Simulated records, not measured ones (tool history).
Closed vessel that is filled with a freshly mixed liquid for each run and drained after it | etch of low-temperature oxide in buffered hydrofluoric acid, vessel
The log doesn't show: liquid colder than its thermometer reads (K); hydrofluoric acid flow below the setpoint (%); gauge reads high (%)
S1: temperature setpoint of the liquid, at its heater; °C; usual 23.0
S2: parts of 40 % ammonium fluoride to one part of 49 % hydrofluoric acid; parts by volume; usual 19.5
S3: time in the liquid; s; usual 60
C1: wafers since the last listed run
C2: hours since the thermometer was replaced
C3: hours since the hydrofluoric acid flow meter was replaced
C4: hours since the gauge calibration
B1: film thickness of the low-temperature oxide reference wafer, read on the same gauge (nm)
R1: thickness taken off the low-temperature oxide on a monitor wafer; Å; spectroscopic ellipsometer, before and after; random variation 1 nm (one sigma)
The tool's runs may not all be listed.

{"run": 1, "day": 0.0, "S1": 23.0, "S2": 19.5, "S3": 80, "C1": 0, "C2": 1059.0, "C3": 1253.2, "C4": 298.1, "B1": 150.01, "R1": 1712.5}
{"run": 2, "day": 0.817, "S1": 23.0, "S2": 19.5, "S3": 80, "C1": 2312, "C2": 1078.6, "C3": 1272.8, "C4": 317.7, "B1": 150.0, "R1": 1698.6}
{"run": 3, "day": 1.75, "S1": 23.0, "S2": 19.5, "S3": 80, "C1": 2642, "C2": 1101.0, "C3": 1295.2, "C4": 340.1, "B1": 149.99, "R1": 1727.7}
{"run": 4, "day": 2.958, "S1": 23.0, "S2": 18.0, "S3": 60, "C1": 3420, "C2": 1130.0, "C3": 1324.2, "C4": 369.1, "B1": 149.99, "R1": 1414.3}
{"run": 5, "day": 4.246, "S1": 23.0, "S2": 18.0, "S3": 60, "C1": 3645, "C2": 1160.9, "C3": 1355.1, "C4": 400.0, "B1": 150.0, "R1": 1401.6}
{"run": 6, "day": 5.233, "S1": 23.0, "S2": 19.5, "S3": 60, "C1": 2795, "C2": 1184.6, "C3": 1378.8, "C4": 423.7, "B1": 150.0, "R1": 1280.7}
{"run": 7, "day": 6.404, "S1": 23.0, "S2": 19.5, "S3": 60, "C1": 3314, "C2": 1212.7, "C3": 1406.9, "C4": 451.8, "B1": 150.01, "R1": 1294.4}
{"day": 7.158, "done": "gauge calibrated"}
{"run": 8, "day": 7.179, "S1": 23.0, "S2": 19.5, "S3": 60, "C1": 2194, "C2": 1231.3, "C3": 1425.5, "C4": 0.5, "B1": 150.01, "R1": 1309.4}
{"day": 7.421, "done": "thermometer replaced"}
{"run": 9, "day": 8.579, "S1": 24.5, "S2": 22.5, "S3": 35, "C1": 3845, "C2": 27.8, "C3": 1459.1, "C4": 34.1, "B1": 150.01, "R1": 729.4}
{"day": 9.433, "done": "hydrofluoric acid flow meter replaced"}
{"run": 10, "day": 9.65, "S1": 20.0, "S2": 19.5, "S3": 80, "C1": 2913, "C2": 53.5, "C3": 5.2, "C4": 59.8, "B1": 150.01, "R1": 1464.6}
{"run": 11, "day": 10.758, "S1": 20.0, "S2": 16.5, "S3": 30, "C1": 3137, "C2": 80.1, "C3": 31.8, "C4": 86.4, "B1": 150.0, "R1": 644.2}
{"run": 12, "day": 11.592, "S1": 23.0, "S2": 19.5, "S3": 60, "C1": 2359, "C2": 100.1, "C3": 51.8, "C4": 106.4, "B1": 150.0, "R1": 1303.3}
{"run": 13, "day": 12.15, "S1": 21.0, "S2": 11.5, "S3": 95, "C1": 1580, "C2": 113.5, "C3": 65.2, "C4": 119.8, "B1": 149.98, "R1": 3080.5}
{"run": 14, "day": 13.225, "S1": 20.5, "S2": 19.5, "S3": 60, "C1": 3043, "C2": 139.3, "C3": 91.0, "C4": 145.6, "B1": 150.0, "R1": 1121.0}
{"run": 15, "day": 14.058, "S1": 23.0, "S2": 27.0, "S3": 60, "C1": 2359, "C2": 159.3, "C3": 111.0, "C4": 165.6, "B1": 150.01, "R1": 1020.6}
{"run": 16, "day": 14.933, "S1": 23.0, "S2": 19.5, "S3": 60, "C1": 2477, "C2": 180.3, "C3": 132.0, "C4": 186.6, "B1": 149.99, "R1": 1299.2}
{"run": 17, "day": 16.392, "S1": 24.5, "S2": 19.5, "S3": 60, "C1": 4128, "C2": 215.3, "C3": 167.0, "C4": 221.6, "B1": 150.0, "R1": 1384.9}

Forecast each of these 4 alternatives for the next run:
{"run": "A", "day": 16.421, "S1": 23.0, "S2": 13.5, "S3": 60, "C1": 82, "C2": 216.0, "C3": 167.7, "C4": 222.3, "B1": "?", "R1": "?"}
{"run": "B", "day": 16.421, "S1": 27.5, "S2": 19.5, "S3": 75, "C1": 82, "C2": 216.0, "C3": 167.7, "C4": 222.3, "B1": "?", "R1": "?"}
{"run": "C", "day": 16.421, "S1": 24.5, "S2": 19.5, "S3": 85, "C1": 82, "C2": 216.0, "C3": 167.7, "C4": 222.3, "B1": "?", "R1": "?"}
{"run": "D", "day": 16.421, "S1": 18.0, "S2": 13.5, "S3": 95, "C1": 82, "C2": 216.0, "C3": 167.7, "C4": 222.3, "B1": "?", "R1": "?"}

run=A B1=150.00 R1=1862.4
run=B B1=150.00 R1=2069.8
run=C B1=150.00 R1=1994.7
run=D B1=150.00 R1=2230.2
Without the tool's hidden state the same runs would have given:
run=A R1=1862.4
run=B R1=2069.8
run=C R1=1994.7
run=D R1=2230.2

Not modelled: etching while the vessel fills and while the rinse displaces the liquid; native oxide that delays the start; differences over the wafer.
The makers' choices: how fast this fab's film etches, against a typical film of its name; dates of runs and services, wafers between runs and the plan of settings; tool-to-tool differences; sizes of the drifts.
